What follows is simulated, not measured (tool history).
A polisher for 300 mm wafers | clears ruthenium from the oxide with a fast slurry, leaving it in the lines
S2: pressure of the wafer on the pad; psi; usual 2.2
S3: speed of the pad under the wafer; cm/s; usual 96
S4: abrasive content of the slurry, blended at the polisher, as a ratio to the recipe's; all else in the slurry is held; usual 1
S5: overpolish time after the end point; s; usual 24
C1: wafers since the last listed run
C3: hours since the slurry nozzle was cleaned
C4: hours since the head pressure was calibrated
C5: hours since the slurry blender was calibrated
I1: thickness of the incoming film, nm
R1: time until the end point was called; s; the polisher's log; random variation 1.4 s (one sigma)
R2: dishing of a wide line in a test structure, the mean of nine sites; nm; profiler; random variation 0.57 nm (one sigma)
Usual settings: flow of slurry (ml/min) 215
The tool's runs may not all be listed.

run 1 hour=0 | flow_of_slurry_(ml/min)=230 S2=2.2 S3=96 S4=1 S5=34 | C1=0 wafers_polished_on_this_pad=1220 C3=809.8 C4=48.1 C5=361.9 | I1=247.9 | R1=92.5 R2=64.1
-- hour=28.7 slurry blender recalibrated
run 2 hour=30.3 | flow_of_slurry_(ml/min)=230 S2=2.2 S3=96 S4=1 S5=34 | C1=205 wafers_polished_on_this_pad=1426 C3=840.1 C4=78.4 C5=1.6 | I1=250.7 | R1=93.1 R2=65.1
run 3 hour=46.5 | flow_of_slurry_(ml/min)=215 S2=2.2 S3=82 S4=1.1 S5=24 | C1=117 wafers_polished_on_this_pad=1544 C3=856.3 C4=94.6 C5=17.8 | I1=254.1 | R1=109.6 R2=43.3
run 4 hour=59.1 | flow_of_slurry_(ml/min)=215 S2=2.2 S3=96 S4=1 S5=24 | C1=91 wafers_polished_on_this_pad=1636 C3=868.9 C4=107.2 C5=30.4 | I1=246.3 | R1=88.2 R2=47.6
-- hour=63.5 worn pad replaced by a new one
run 5 hour=92.2 | flow_of_slurry_(ml/min)=215 S2=2.2 S3=96 S4=1 S5=14 | C1=211 wafers_polished_on_this_pad=208 C3=902 C4=140.3 C5=63.5 | I1=249.1 | R1=82.7 R2=32.2
run 6 hour=108.6 | flow_of_slurry_(ml/min)=215 S2=2.2 S3=96 S4=1 S5=24 | C1=119 wafers_polished_on_this_pad=328 C3=918.4 C4=156.7 C5=79.9 | I1=251 | R1=85.2 R2=51.7
run 7 hour=122.3 | flow_of_slurry_(ml/min)=150 S2=2.2 S3=76 S4=1.2 S5=19 | C1=99 wafers_polished_on_this_pad=427 C3=932.1 C4=170.4 C5=93.6 | I1=252.1 | R1=103.6 R2=35.5
-- hour=194.8 slurry nozzle cleaned
run 8 hour=195.3 | flow_of_slurry_(ml/min)=170 S2=2.7 S3=96 S4=0.9 S5=24 | C1=523 wafers_polished_on_this_pad=951 C3=0.5 C4=243.4 C5=166.6 | I1=245.3 | R1=81.8 R2=53.5
run 9 hour=209.4 | flow_of_slurry_(ml/min)=215 S2=2.2 S3=96 S4=1 S5=24 | C1=102 wafers_polished_on_this_pad=1054 C3=14.6 C4=257.5 C5=180.7 | I1=251.9 | R1=91.5 R2=49.5
run 10 hour=226 | flow_of_slurry_(ml/min)=215 S2=2.2 S3=78 S4=1 S5=17 | C1=120 wafers_polished_on_this_pad=1174 C3=31.2 C4=274.1 C5=197.3 | I1=248.2 | R1=109.1 R2=29.9
run 11 hour=252 | flow_of_slurry_(ml/min)=215 S2=1.8 S3=122 S4=1.25 S5=11 | C1=189 wafers_polished_on_this_pad=1363 C3=57.2 C4=300.1 C5=223.3 | I1=247.1 | R1=72.2 R2=29.3
run 12 hour=286.2 | flow_of_slurry_(ml/min)=215 S2=2.2 S3=96 S4=1 S5=24 | C1=248 wafers_polished_on_this_pad=1612 C3=91.4 C4=334.3 C5=257.5 | I1=248 | R1=88.7 R2=48.9
-- hour=293.9 worn pad replaced by a new one
run 13 hour=321.7 | flow_of_slurry_(ml/min)=145 S2=2.2 S3=96 S4=1 S5=24 | C1=229 wafers_polished_on_this_pad=202 C3=126.9 C4=369.8 C5=293 | I1=247.1 | R1=86.2 R2=52.9
-- hour=334.3 head pressure recalibrated
run 14 hour=340.9 | flow_of_slurry_(ml/min)=215 S2=2.2 S3=96 S4=1 S5=12 | C1=125 wafers_polished_on_this_pad=327 C3=146.1 C4=6.6 C5=312.2 | I1=248.9 | R1=87.9 R2=26.9
run 15 hour=370.9 | flow_of_slurry_(ml/min)=180 S2=1.8 S3=96 S4=0.75 S5=24 | C1=218 wafers_polished_on_this_pad=545 C3=176.1 C4=36.6 C5=342.2 | I1=251 | R1=116.7 R2=39.5
-- hour=389.6 slurry blender recalibrated
run 16 hour=395.9 | flow_of_slurry_(ml/min)=215 S2=2.2 S3=96 S4=1 S5=24 | C1=167 wafers_polished_on_this_pad=712 C3=201.1 C4=61.6 C5=6.3 | I1=252.4 | R1=92.8 R2=49.8
run 17 hour=420.5 | flow_of_slurry_(ml/min)=215 S2=2.9 S3=96 S4=1 S5=28 | C1=178 wafers_polished_on_this_pad=891 C3=225.7 C4=86.2 C5=30.9 | I1=246.6 | R1=77.6 R2=64.5
run 18 hour=449 | flow_of_slurry_(ml/min)=215 S2=2.2 S3=96 S4=1 S5=34 | C1=207 wafers_polished_on_this_pad=1099 C3=254.2 C4=114.7 C5=59.4 | I1=247.3 | R1=88.2 R2=67
run 19 hour=472 | flow_of_slurry_(ml/min)=215 S2=2.7 S3=96 S4=1 S5=15 | C1=167 wafers_polished_on_this_pad=1266 C3=277.2 C4=137.7 C5=82.4 | I1=252.3 | R1=80.9 R2=36.9
run 20 hour=484.1 | flow_of_slurry_(ml/min)=150 S2=2.5 S3=82 S4=1 S5=24 | C1=87 wafers_polished_on_this_pad=1354 C3=289.3 C4=149.8 C5=94.5 | I1=247.4 | R1=99.6 R2=44.4
run 21 hour=516.8 | flow_of_slurry_(ml/min)=215 S2=2.2 S3=96 S4=1 S5=24 | C1=237 wafers_polished_on_this_pad=1592 C3=322 C4=182.5 C5=127.2 | I1=252.8 | R1=90.9 R2=48.4
run 22 hour=530.8 | flow_of_slurry_(ml/min)=165 S2=2.6 S3=96 S4=0.85 S5=24 | C1=101 wafers_polished_on_this_pad=1693 C3=336 C4=196.5 C5=141.2 | I1=255.1 | R1=93.2 R2=50.9
-- hour=547.8 worn pad replaced by a new one
run 23 hour=549.2 | flow_of_slurry_(ml/min)=255 S2=2.6 S3=110 S4=1 S5=24 | C1=104 wafers_polished_on_this_pad=10 C3=354.4 C4=214.9 C5=159.6 | I1=253.1 | R1=61.2 R2=67
run 24 hour=561.6 | flow_of_slurry_(ml/min)=215 S2=2.2 S3=96 S4=1 S5=24 | C1=90 wafers_polished_on_this_pad=100 C3=366.8 C4=227.3 C5=172 | I1=245.8 | R1=79.7 R2=54.5
run 25 hour=594.9 | flow_of_slurry_(ml/min)=275 S2=2.9 S3=112 S4=1 S5=24 | C1=242 wafers_polished_on_this_pad=342 C3=400.1 C4=260.6 C5=205.3 | I1=253.8 | R1=60.4 R2=69.4
run 26 hour=620.1 | flow_of_slurry_(ml/min)=215 S2=2.2 S3=96 S4=1.15 S5=24 | C1=183 wafers_polished_on_this_pad=525 C3=425.3 C4=285.8 C5=230.5 | I1=252 | R1=80.9 R2=53.8
run 27 hour=639.8 | flow_of_slurry_(ml/min)=215 S2=1.9 S3=96 S4=1 S5=31 | C1=143 wafers_polished_on_this_pad=669 C3=445 C4=305.5 C5=250.2 | I1=252.9 | R1=96.1 R2=59.2
run 28 hour=652 | flow_of_slurry_(ml/min)=190 S2=2.2 S3=114 S4=0.75 S5=24 | C1=88 wafers_polished_on_this_pad=757 C3=457.2 C4=317.7 C5=262.4 | I1=252.3 | R1=83.2 R2=52.6

Forecast each of these 4 alternatives for the next run:
run A hour=652.5 | flow_of_slurry_(ml/min)=215 S2=2.2 S3=96 S4=1 S5=16 | C1=3 wafers_polished_on_this_pad=761 C3=457.7 C4=318.2 C5=262.9 | I1=249.8 | R1=? R2=?
run B hour=652.5 | flow_of_slurry_(ml/min)=195 S2=2.2 S3=96 S4=1 S5=24 | C1=3 wafers_polished_on_this_pad=761 C3=457.7 C4=318.2 C5=262.9 | I1=249.8 | R1=? R2=?
run C hour=652.5 | flow_of_slurry_(ml/min)=215 S2=2.2 S3=96 S4=0.75 S5=31 | C1=3 wafers_polished_on_this_pad=761 C3=457.7 C4=318.2 C5=262.9 | I1=249.8 | R1=? R2=?
run D hour=652.5 | flow_of_slurry_(ml/min)=215 S2=2.9 S3=96 S4=1 S5=17 | C1=3 wafers_polished_on_this_pad=761 C3=457.7 C4=318.2 C5=262.9 | I1=249.8 | R1=? R2=?

run=A R1=87.7 R2=35.5
run=B R1=88.4 R2=50.3
run=C R1=98.8 R2=56.7
run=D R1=73.5 R2=43.8
Without the tool's hidden state the same runs would have given:
run=A R1=84.3 R2=36.8
run=B R1=84.9 R2=52
run=C R1=95 R2=58.5
run=D R1=70.7 R2=45.3
